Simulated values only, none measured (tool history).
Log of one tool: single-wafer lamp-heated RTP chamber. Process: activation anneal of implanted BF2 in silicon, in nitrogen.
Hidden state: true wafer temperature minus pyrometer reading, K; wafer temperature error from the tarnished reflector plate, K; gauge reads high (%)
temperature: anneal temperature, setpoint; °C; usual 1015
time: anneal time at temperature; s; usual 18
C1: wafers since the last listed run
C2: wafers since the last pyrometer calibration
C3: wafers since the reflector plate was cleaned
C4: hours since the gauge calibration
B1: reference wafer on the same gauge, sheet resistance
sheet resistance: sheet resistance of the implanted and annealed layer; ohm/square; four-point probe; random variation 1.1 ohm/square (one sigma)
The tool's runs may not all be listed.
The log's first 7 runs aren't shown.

Run 8, day 12.538: usual settings but temperature 1023 °C; C1 334; C2 5224; C3 1030; C4 1959.6; B1 269.06. Result: sheet resistance 216.30 ohm/square.
Run 9, day 15.225: usual settings but temperature 1023 °C; C1 880; C2 6105; C3 1910; C4 2024.1; B1 268.91. Result: sheet resistance 215.72 ohm/square.
At day 17.208: pyrometer window cleaned and pyrometer calibrated, repeated, since the last time left the tool worse.
Run 10, day 17.517: usual settings but temperature 995 °C, time 12 s; C1 641; C2 100; C3 2552; C4 2079.1; B1 268.88. Result: sheet resistance 242.90 ohm/square.
Run 11, day 19.300: usual settings but temperature 1031 °C; C1 584; C2 685; C3 3136; C4 2121.9; B1 268.99. Result: sheet resistance 217.35 ohm/square.
Run 12, day 21.792: usual settings but temperature 1031 °C; C1 816; C2 1501; C3 3952; C4 2181.7; B1 268.75. Result: sheet resistance 216.73 ohm/square.
Run 13, day 29.388: usual settings but temperature 1031 °C; C1 2488; C2 3990; C3 6441; C4 2364.0; B1 269.23. Result: sheet resistance 216.54 ohm/square.
Run 14, day 31.942: usual settings but temperature 1006 °C, time 12 s; C1 836; C2 4826; C3 7278; C4 2425.3; B1 268.75. Result: sheet resistance 232.15 ohm/square.
Run 15, day 33.992: usual settings but temperature 991 °C, time 11 s; C1 671; C2 5498; C3 7950; C4 2474.5; B1 269.19. Result: sheet resistance 244.19 ohm/square.
At day 35.821: pyrometer window cleaned and pyrometer calibrated.
Run 16, day 36.700: usual settings but temperature 1007 °C; C1 778; C2 288; C3 8728; C4 2539.5; B1 269.36. Result: sheet resistance 230.69 ohm/square.
At day 39.229: reflector plate cleaned.
Run 17, day 39.408: usual settings; C1 778; C2 1066; C3 58; C4 2604.5; B1 268.94. Result: sheet resistance 224.67 ohm/square.
Run 18, day 40.808: usual settings but temperature 1003 °C, time 25 s; C1 458; C2 1524; C3 516; C4 2638.1; B1 268.89. Result: sheet resistance 226.91 ohm/square.
Run 19, day 47.183: usual settings but temperature 1026 °C, time 23 s; C1 2088; C2 3613; C3 2605; C4 2791.1; B1 268.98. Result: sheet resistance 216.11 ohm/square.
Run 20, day 49.629: usual settings but temperature 1030 °C, time 27 s; C1 801; C2 4414; C3 3406; C4 2849.8; B1 269.19. Result: sheet resistance 212.74 ohm/square.
Run 21, day 50.983: usual settings but temperature 987 °C, time 7 s; C1 443; C2 4858; C3 3850; C4 2882.3; B1 268.95. Result: sheet resistance 252.52 ohm/square.
At day 52.804: gauge calibrated.
Run 22, day 53.412: usual settings but temperature 1029 °C, time 27 s; C1 795; C2 5654; C3 4646; C4 14.6; B1 269.24. Result: sheet resistance 212.74 ohm/square.
At day 53.817: pyrometer window cleaned and pyrometer calibrated.
Run 23, day 54.958: usual settings; C1 397; C2 373; C3 5043; C4 51.7; B1 268.66. Result: sheet resistance 226.57 ohm/square.
Run 24, day 56.300: usual settings but temperature 991 °C, time 13 s; C1 439; C2 813; C3 5483; C4 83.9; B1 269.42. Result: sheet resistance 242.89 ohm/square.
Run 25, day 57.817: usual settings but temperature 1039 °C, time 13 s; C1 496; C2 1310; C3 5980; C4 120.3; B1 269.27. Result: sheet resistance 218.58 ohm/square.
Run 26, day 59.138: usual settings but temperature 1024 °C, time 28 s; C1 432; C2 1743; C3 6412; C4 152.0; B1 268.52. Result: sheet resistance 215.60 ohm/square.
Run 27, day 61.750: usual settings but temperature 991 °C, time 25 s; C1 855; C2 2598; C3 7268; C4 214.7; B1 268.81. Result: sheet resistance 234.30 ohm/square.
Run 28, day 64.633: usual settings but temperature 1036 °C, time 21 s; C1 944; C2 3543; C3 8213; C4 283.9; B1 268.99. Result: sheet resistance 213.12 ohm/square.
Run 29, day 67.275: usual settings but temperature 1032 °C, time 28 s; C1 865; C2 4409; C3 9079; C4 347.3; B1 269.19. Result: sheet resistance 213.99 ohm/square.

Run 30 comes next. What will it give?
Run 30, day 68.446: usual settings but temperature 1038 °C, time 11 s; C1 383; C2 4792; C3 9462; C4 375.4; B1 ?. Result: sheet resistance ?.

{"run 30": {"B1": 268.88, "sheet resistance": 220.03}}
Without the tool's hidden state the same run would have given sheet resistance 221.43 ohm/square.
